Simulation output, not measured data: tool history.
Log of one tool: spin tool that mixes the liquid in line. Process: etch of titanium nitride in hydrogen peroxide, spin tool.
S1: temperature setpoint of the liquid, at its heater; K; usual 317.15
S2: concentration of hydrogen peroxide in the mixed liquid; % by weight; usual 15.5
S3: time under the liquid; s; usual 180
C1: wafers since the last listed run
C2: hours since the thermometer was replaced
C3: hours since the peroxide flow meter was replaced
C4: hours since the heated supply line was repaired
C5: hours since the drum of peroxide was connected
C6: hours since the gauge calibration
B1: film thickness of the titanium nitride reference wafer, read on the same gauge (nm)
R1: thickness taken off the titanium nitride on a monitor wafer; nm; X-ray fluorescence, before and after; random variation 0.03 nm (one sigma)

| run | hour | S1 | S2 | S3 | C1 | C2 | C3 | C4 | C5 | C6 | B1 | R1 |
|---|---|---|---|---|---|---|---|---|---|---|---|---|
| 1 | 0 | 317.15 | 15.5 | 180 | 0 | 1772.6 | 1392.5 | 2489.8 | 1011.9 | 13.9 | 99.99 | 6.45 |
| 2 | 19.7 | 317.15 | 15.5 | 180 | 125 | 1792.3 | 1412.2 | 2509.5 | 1031.6 | 33.6 | 100 | 6.46 |
| 3 | 49.3 | 317.15 | 17.5 | 180 | 188 | 1821.9 | 1441.8 | 2539.1 | 1061.2 | 63.2 | 100.01 | 6.64 |
| 4 | 79.9 | 317.15 | 17.5 | 180 | 194 | 1852.5 | 1472.4 | 2569.7 | 1091.8 | 93.8 | 100.01 | 6.68 |
| 5 | 96.6 | 313.65 | 15.5 | 180 | 106 | 1869.2 | 1489.1 | 2586.4 | 1108.5 | 110.5 | 99.99 | 5.03 |
| 6 | 130.3 | 313.65 | 15.5 | 180 | 214 | 1902.9 | 1522.8 | 2620.1 | 1142.2 | 144.2 | 99.99 | 4.96 |
| 7 | 153.5 | 313.65 | 15.5 | 180 | 147 | 1926.1 | 1546 | 2643.3 | 1165.4 | 167.4 | 100.04 | 5.01 |
| 8 | 188.6 | 317.15 | 15.5 | 180 | 223 | 1961.2 | 1581.1 | 2678.4 | 1200.5 | 202.5 | 100.01 | 6.49 |
| 9 | 214.5 | 317.15 | 15.5 | 180 | 164 | 1987.1 | 1607 | 2704.3 | 1226.4 | 228.4 | 100.02 | 6.53 |
| 10 | 227.3 | 317.15 | 15.5 | 180 | 81 | 1999.9 | 1619.8 | 2717.1 | 1239.2 | 241.2 | 99.99 | 6.46 |
| 11 | 258.3 | 317.15 | 13 | 270 | 197 | 2030.9 | 1650.8 | 2748.1 | 1270.2 | 272.2 | 99.99 | 9.46 |
|  | 267 | heated supply line repaired |
|  | 274.7 | peroxide flow meter replaced |
| 12 | 290.6 | 309.15 | 17 | 130 | 192 | 2063.2 | 15.9 | 23.6 | 1302.5 | 304.5 | 100.01 | 2.64 |
|  | 305.2 | gauge calibrated |
| 13 | 322.6 | 317.15 | 15.5 | 180 | 203 | 2095.2 | 47.9 | 55.6 | 1334.5 | 17.4 | 100.01 | 6.55 |
|  | 323.9 | thermometer replaced |
|  | 337.8 | new drum of peroxide connected |
| 14 | 344.7 | 317.15 | 15.5 | 180 | 127 | 20.8 | 70 | 77.7 | 6.9 | 39.5 | 100 | 7.21 |
| 15 | 376.8 | 317.15 | 18.5 | 180 | 204 | 52.9 | 102.1 | 109.8 | 39 | 71.6 | 99.99 | 7.56 |
| 16 | 391 | 320.15 | 14 | 265 | 90 | 67.1 | 116.3 | 124 | 53.2 | 85.8 | 99.98 | 12.96 |
| 17 | 411.2 | 317.15 | 18.5 | 130 | 128 | 87.3 | 136.5 | 144.2 | 73.4 | 106 | 100.02 | 5.45 |
|  | 428.8 | thermometer replaced, repeated, since the last time left the tool worse |
| 18 | 437.1 | 317.15 | 15.5 | 180 | 158 | 8.3 | 162.4 | 170.1 | 99.3 | 131.9 | 99.99 | 5.81 |
| 19 | 459.8 | 324.15 | 18 | 145 | 144 | 31 | 185.1 | 192.8 | 122 | 154.6 | 99.97 | 8.1 |
| 20 | 484.3 | 317.15 | 15.5 | 75 | 155 | 55.5 | 209.6 | 217.3 | 146.5 | 179.1 | 99.99 | 2.42 |
| 21 | 507.9 | 308.15 | 14 | 120 | 150 | 79.1 | 233.2 | 240.9 | 170.1 | 202.7 | 99.97 | 1.9 |

5 ways to go on from here, each from the tool as it stands after run 21. What would each give?
| A | 508.4 | 317.15 | 12.5 | 180 | 3 | 79.6 | 233.7 | 241.4 | 170.6 | 203.2 | ? | ? |
| B | 508.4 | 309.15 | 15.5 | 80 | 3 | 79.6 | 233.7 | 241.4 | 170.6 | 203.2 | ? | ? |
| C | 508.4 | 317.15 | 13.5 | 180 | 3 | 79.6 | 233.7 | 241.4 | 170.6 | 203.2 | ? | ? |
| D | 508.4 | 317.15 | 17 | 180 | 3 | 79.6 | 233.7 | 241.4 | 170.6 | 203.2 | ? | ? |
| E | 508.4 | 317.15 | 15.5 | 250 | 3 | 79.6 | 233.7 | 241.4 | 170.6 | 203.2 | ? | ? |

| run | B1 | R1 |
|---|---|---|
| A | 99.99 | 5.6 |
| B | 99.99 | 1.41 |
| C | 99.99 | 5.69 |
| D | 99.99 | 5.97 |
| E | 99.99 | 8.13 |
Without the tool's hidden state the same runs would have given:
| run | R1 |
|---|---|
| A | 5.49 |
| B | 1.38 |
| C | 5.57 |
| D | 5.85 |
| E | 7.97 |
